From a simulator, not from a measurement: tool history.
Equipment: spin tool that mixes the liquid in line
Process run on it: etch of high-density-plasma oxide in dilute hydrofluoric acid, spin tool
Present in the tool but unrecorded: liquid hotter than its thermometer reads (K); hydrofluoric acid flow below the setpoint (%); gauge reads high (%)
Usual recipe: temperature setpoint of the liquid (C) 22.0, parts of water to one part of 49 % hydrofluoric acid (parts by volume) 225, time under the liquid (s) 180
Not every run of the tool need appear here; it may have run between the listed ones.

run,hour,temperature setpoint of the liquid (C),parts of water to one part of 49 % hydrofluoric acid (parts by volume),time under the liquid (s),wafers since the last listed run,hours since the thermometer was replaced,hours since the hydrofluoric acid flow meter was replaced,hours since the gauge calibration,"read-back film thickness of the high-density-plasma oxide reference wafer, read on the same gauge (nm)",thickness taken off the high-density-plasma oxide on a monitor wafer (nm)
1,0.0,22.0,225,180,0,1038.6,414.2,1580.0,90.03,5.02
2,186.0,22.0,225,180,1142,1224.6,600.2,1766.0,90.02,4.97
3,238.7,22.0,140,180,323,1277.3,652.9,1818.7,89.99,8.76
4,269.0,22.0,140,180,186,1307.6,683.2,1849.0,89.99,8.80
5,302.0,24.5,225,125,202,1340.6,716.2,1882.0,90.01,3.78
6,368.4,24.5,225,125,407,1407.0,782.6,1948.4,90.00,3.76
7,424.5,24.5,225,125,344,1463.1,838.7,2004.5,89.99,3.74
8,479.5,22.0,225,180,337,1518.1,893.7,2059.5,89.98,4.85
# hour 504.7: gauge calibrated
9,535.7,22.0,225,180,345,1574.3,949.9,31.0,90.01,4.83
10,576.1,22.0,225,180,248,1614.7,990.3,71.4,89.98,4.87
11,618.2,22.0,225,180,258,1656.8,1032.4,113.5,90.00,4.85
# hour 654.6: hydrofluoric acid flow meter replaced
12,660.9,22.0,225,180,256,1699.5,6.3,156.2,89.99,5.18
13,688.1,19.5,190,180,167,1726.7,33.5,183.4,90.00,5.73
14,757.2,22.0,225,180,424,1795.8,102.6,252.5,89.98,5.18
15,818.2,22.0,225,180,374,1856.8,163.6,313.5,89.98,5.11
16,856.1,22.0,225,180,232,1894.7,201.5,351.4,90.01,5.09
17,926.2,24.0,225,105,430,1964.8,271.6,421.5,90.02,3.19
18,970.6,22.0,165,180,272,2009.2,316.0,465.9,89.97,7.29
19,1013.4,24.5,225,120,262,2052.0,358.8,508.7,90.02,3.65
# hour 1075.1: thermometer replaced
20,1084.0,19.5,225,180,427,8.9,429.4,579.3,89.99,4.58
21,1142.4,22.0,225,180,358,67.3,487.8,637.7,90.00,5.04
22,1203.4,17.5,225,230,374,128.3,548.8,698.7,90.00,5.33
23,1252.1,22.0,320,180,299,177.0,597.5,747.4,89.98,3.15
24,1279.1,20.5,160,150,165,204.0,624.5,774.4,90.01,5.81
25,1304.0,20.0,170,270,152,228.9,649.4,799.3,90.02,9.52
26,1343.8,18.5,180,230,244,268.7,689.2,839.1,89.99,7.23
27,1479.2,22.0,225,145,831,404.1,824.6,974.5,90.02,3.91
28,1517.9,25.0,260,180,237,442.8,863.3,1013.2,90.01,4.49
29,1564.3,22.0,290,115,284,489.2,909.7,1059.6,90.05,2.24
30,1622.9,22.0,225,180,359,547.8,968.3,1118.2,89.98,4.80
# hour 1640.4: hydrofluoric acid flow meter replaced
31,1663.2,17.0,225,180,241,588.1,22.8,1158.5,89.97,4.34
32,1698.6,22.0,225,180,217,623.5,58.2,1193.9,90.01,5.26

Here are 4 independent what-if runs from the current tool condition. What would each one return?
A,1699.1,22.0,225,180,3,624.0,58.7,1194.4,?,?
B,1699.1,22.0,120,260,3,624.0,58.7,1194.4,?,?
C,1699.1,19.5,295,180,3,624.0,58.7,1194.4,?,?
D,1699.1,27.0,145,230,3,624.0,58.7,1194.4,?,?

run,"read-back film thickness of the high-density-plasma oxide reference wafer, read on the same gauge (nm)",thickness taken off the high-density-plasma oxide on a monitor wafer (nm)
A,90.03,5.24
B,90.03,15.89
C,90.03,3.41
D,90.03,13.69
With the hidden condition removed and each run's random variation left untouched, the same runs would have given:
run,thickness taken off the high-density-plasma oxide on a monitor wafer (nm)
A,5.27
B,15.97
C,3.43
D,13.76
